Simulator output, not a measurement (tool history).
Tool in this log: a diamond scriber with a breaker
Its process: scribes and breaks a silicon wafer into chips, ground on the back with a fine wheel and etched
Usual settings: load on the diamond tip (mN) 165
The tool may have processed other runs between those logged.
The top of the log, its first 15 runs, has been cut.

run	hour	load on the diamond tip (mN)	incoming depth of the damage left on the back of the incoming wafer, um	depth of the median crack under the scribed line (um)	chips rejected at inspection after the break (%)
16	240.9	165	0.64	9.96	2.45
17	254.4	199	0.49	10.72	1.14
18	266.6	123	0.66	8.49	8.51
# hour 275.4: load on the tip recalibrated
19	281.8	165	0.61	9.93	2.59
20	297.3	190	0.33	10.6	1.37
21	303.9	165	0.48	9.8	2.45
22	315.6	165	0.41	9.69	2.49
# hour 318.5: diamond tip replaced by a new one
23	323.1	127	0.72	7.91	11.21
24	340.6	150	0.5	8.79	6.56

Run 25 comes next. What will it give?
25	348.6	186	0.76	?	?

{"run 25": {"depth of the median crack under the scribed line (um)": 9.59, "chips rejected at inspection after the break (%)": 2.73}}
With no hidden state in the tool, this same run would have given depth of the median crack under the scribed line (um) 11.59, chips rejected at inspection after the break (%) 1.55.

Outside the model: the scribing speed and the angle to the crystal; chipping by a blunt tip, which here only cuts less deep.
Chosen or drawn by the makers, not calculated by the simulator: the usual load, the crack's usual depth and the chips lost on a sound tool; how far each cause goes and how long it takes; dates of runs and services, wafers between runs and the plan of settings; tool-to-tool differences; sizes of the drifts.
